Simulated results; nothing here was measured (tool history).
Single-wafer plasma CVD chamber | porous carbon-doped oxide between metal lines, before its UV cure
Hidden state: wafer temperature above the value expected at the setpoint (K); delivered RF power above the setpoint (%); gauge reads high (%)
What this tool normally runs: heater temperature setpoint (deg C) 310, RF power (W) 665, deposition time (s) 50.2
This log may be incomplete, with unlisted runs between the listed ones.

| run | day | heater temperature setpoint (deg C) | RF power (W) | deposition time (s) | wafers since the last listed run | hours since the last thermocouple change | hours since the last RF generator calibration | hours since the showerhead was replaced | hours since the gauge calibration | read-back reference wafer on the same gauge, thickness_nm | mean film thickness on the monitor wafer (nm) |
|---|---|---|---|---|---|---|---|---|---|---|---|
| 1 | 0.000 | 310 | 665 | 43.5 | 0 | 726.9 | 1171.8 | 3352.3 | 161.9 | 270.444 | 268.614 |
| 2 | 2.929 | 310 | 665 | 43.5 | 1799 | 797.2 | 1242.1 | 3422.6 | 232.2 | 269.709 | 268.890 |
| 3 | 5.008 | 310 | 665 | 50.2 | 1277 | 847.1 | 1292.0 | 3472.5 | 282.1 | 269.388 | 307.746 |
| 4 | 6.675 | 310 | 665 | 50.2 | 1023 | 887.1 | 1332.0 | 3512.5 | 322.1 | 268.858 | 306.492 |
| 5 | 17.296 | 310 | 665 | 50.2 | 6524 | 1142.0 | 1586.9 | 3767.4 | 577.0 | 267.670 | 303.653 |
| 6 | 21.071 | 310 | 665 | 50.2 | 2318 | 1232.6 | 1677.5 | 3858.0 | 667.6 | 267.434 | 304.771 |
|  | 28.600 | RF generator calibrated |
|  | 31.550 | showerhead replaced |
|  | 32.200 | gauge calibrated |
| 7 | 32.829 | 310 | 665 | 50.2 | 6813 | 1514.8 | 101.5 | 30.7 | 15.1 | 273.573 | 313.377 |
| 8 | 35.288 | 310 | 665 | 50.2 | 1510 | 1573.8 | 160.5 | 89.7 | 74.1 | 272.623 | 311.700 |
|  | 38.338 | thermocouple changed; heater temperature recalibrated |
| 9 | 38.371 | 315 | 745 | 59.4 | 1689 | 0.8 | 234.5 | 163.7 | 148.1 | 271.696 | 379.445 |
| 10 | 40.971 | 310 | 665 | 50.2 | 1597 | 63.2 | 296.9 | 226.1 | 210.5 | 270.974 | 309.727 |

Expected results for the next run?
| 11 | 44.338 | 318 | 780 | 44.4 | 2068 | 144.0 | 377.7 | 306.9 | 291.3 | ? | ? |

read-back reference wafer on the same gauge, thickness_nm: 270.492
mean film thickness on the monitor wafer (nm): 285.346
Were there no unlogged condition in the tool, this run, its random variation unchanged, would have produced mean film thickness on the monitor wafer (nm) 288.198.
